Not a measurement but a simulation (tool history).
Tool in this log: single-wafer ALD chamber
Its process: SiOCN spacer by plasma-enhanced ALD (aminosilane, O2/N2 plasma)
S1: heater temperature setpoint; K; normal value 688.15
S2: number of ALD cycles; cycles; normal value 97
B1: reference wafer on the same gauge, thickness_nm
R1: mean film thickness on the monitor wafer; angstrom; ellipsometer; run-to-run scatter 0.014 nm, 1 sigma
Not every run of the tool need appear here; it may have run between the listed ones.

{"run": 1, "hour": 0.0, "S1": 688.15, "S2": 97, "B1": 6.177, "R1": 56.13}
{"run": 2, "hour": 25.5, "S1": 688.15, "S2": 97, "B1": 6.177, "R1": 55.91}
{"run": 3, "hour": 37.6, "S1": 688.15, "S2": 106, "B1": 6.181, "R1": 61.15}
{"run": 4, "hour": 61.7, "S1": 688.15, "S2": 106, "B1": 6.175, "R1": 60.87}
{"run": 5, "hour": 94.1, "S1": 688.15, "S2": 106, "B1": 6.179, "R1": 61.15}
{"run": 6, "hour": 116.1, "S1": 696.15, "S2": 85, "B1": 6.18, "R1": 47.81}
{"run": 7, "hour": 149.8, "S1": 688.15, "S2": 97, "B1": 6.18, "R1": 55.91}
{"run": 8, "hour": 161.8, "S1": 693.15, "S2": 97, "B1": 6.175, "R1": 54.96}
{"run": 9, "hour": 191.0, "S1": 678.15, "S2": 103, "B1": 6.181, "R1": 60.63}
{"run": 10, "hour": 219.3, "S1": 678.15, "S2": 103, "B1": 6.185, "R1": 61.01}
{"run": 11, "hour": 239.0, "S1": 678.15, "S2": 103, "B1": 6.179, "R1": 60.77}
{"run": 12, "hour": 261.0, "S1": 688.15, "S2": 107, "B1": 6.179, "R1": 61.33}
{"run": 13, "hour": 359.3, "S1": 688.15, "S2": 108, "B1": 6.18, "R1": 62.03}
{"run": 14, "hour": 380.9, "S1": 688.15, "S2": 97, "B1": 6.181, "R1": 55.51}
{"run": 15, "hour": 434.2, "S1": 688.15, "S2": 97, "B1": 6.181, "R1": 55.78}
{"run": 16, "hour": 468.0, "S1": 688.15, "S2": 97, "B1": 6.175, "R1": 55.53}
{"run": 17, "hour": 480.8, "S1": 688.15, "S2": 97, "B1": 6.177, "R1": 55.76}
{"run": 18, "hour": 509.7, "S1": 688.15, "S2": 97, "B1": 6.179, "R1": 55.44}
{"hour": 525.2, "done": "gauge calibrated"}
{"run": 19, "hour": 528.4, "S1": 688.15, "S2": 109, "B1": 6.177, "R1": 62.17}
{"run": 20, "hour": 545.8, "S1": 688.15, "S2": 109, "B1": 6.182, "R1": 62.54}
{"run": 21, "hour": 558.2, "S1": 688.15, "S2": 109, "B1": 6.177, "R1": 62.42}
{"run": 22, "hour": 581.7, "S1": 688.15, "S2": 97, "B1": 6.182, "R1": 55.43}
{"run": 23, "hour": 614.7, "S1": 688.15, "S2": 97, "B1": 6.182, "R1": 55.53}
{"run": 24, "hour": 632.6, "S1": 688.15, "S2": 97, "B1": 6.178, "R1": 55.41}
{"run": 25, "hour": 660.9, "S1": 688.15, "S2": 97, "B1": 6.177, "R1": 55.49}
{"run": 26, "hour": 689.7, "S1": 699.15, "S2": 112, "B1": 6.18, "R1": 62.15}
{"run": 27, "hour": 793.4, "S1": 688.15, "S2": 97, "B1": 6.179, "R1": 55.72}
{"run": 28, "hour": 812.6, "S1": 699.15, "S2": 97, "B1": 6.181, "R1": 53.75}
{"run": 29, "hour": 829.4, "S1": 703.15, "S2": 102, "B1": 6.177, "R1": 55.74}
{"run": 30, "hour": 857.5, "S1": 688.15, "S2": 97, "B1": 6.175, "R1": 55.25}
{"hour": 886.9, "done": "thermocouple changed; heater temperature recalibrated"}
{"run": 31, "hour": 887.4, "S1": 678.15, "S2": 97, "B1": 6.179, "R1": 57.69}
{"run": 32, "hour": 913.9, "S1": 688.15, "S2": 97, "B1": 6.181, "R1": 56.3}
{"run": 33, "hour": 995.5, "S1": 695.15, "S2": 79, "B1": 6.177, "R1": 45.08}
{"run": 34, "hour": 1017.6, "S1": 697.15, "S2": 110, "B1": 6.18, "R1": 62.02}
{"run": 35, "hour": 1047.7, "S1": 678.15, "S2": 114, "B1": 6.179, "R1": 67.79}
{"run": 36, "hour": 1071.5, "S1": 688.15, "S2": 89, "B1": 6.182, "R1": 51.41}
{"run": 37, "hour": 1094.2, "S1": 682.15, "S2": 85, "B1": 6.179, "R1": 49.9}
{"run": 38, "hour": 1108.0, "S1": 688.15, "S2": 87, "B1": 6.179, "R1": 50.34}
{"run": 39, "hour": 1149.7, "S1": 695.15, "S2": 85, "B1": 6.182, "R1": 48.2}
{"run": 40, "hour": 1163.3, "S1": 695.15, "S2": 79, "B1": 6.184, "R1": 44.74}
{"run": 41, "hour": 1188.1, "S1": 698.15, "S2": 112, "B1": 6.178, "R1": 62.77}
{"run": 42, "hour": 1214.1, "S1": 692.15, "S2": 87, "B1": 6.177, "R1": 49.58}

For each run, what was the tool's unlogged condition?
gauge reads high (%): 0 at every run
H1: wafer temperature above the value expected at the setpoint (K)
run=1 H1=1.8
run=2 H1=1.92
run=3 H1=1.97
run=4 H1=2.08
run=5 H1=2.23
run=6 H1=2.33
run=7 H1=2.49
run=8 H1=2.54
run=9 H1=2.68
run=10 H1=2.81
run=11 H1=2.9
run=12 H1=3
run=13 H1=3.45
run=14 H1=3.55
run=15 H1=3.79
run=16 H1=3.95
run=17 H1=4
run=18 H1=4.14
run=19 H1=4.22
run=20 H1=4.3
run=21 H1=4.36
run=22 H1=4.47
run=23 H1=4.62
run=24 H1=4.7
run=25 H1=4.83
run=26 H1=4.96
run=27 H1=5.44
run=28 H1=5.52
run=29 H1=5.6
run=30 H1=5.73
run=31 H1=0.15
run=32 H1=0.272
run=33 H1=0.646
run=34 H1=0.747
run=35 H1=0.885
run=36 H1=0.994
run=37 H1=1.1
run=38 H1=1.16
run=39 H1=1.35
run=40 H1=1.41
run=41 H1=1.53
run=42 H1=1.65
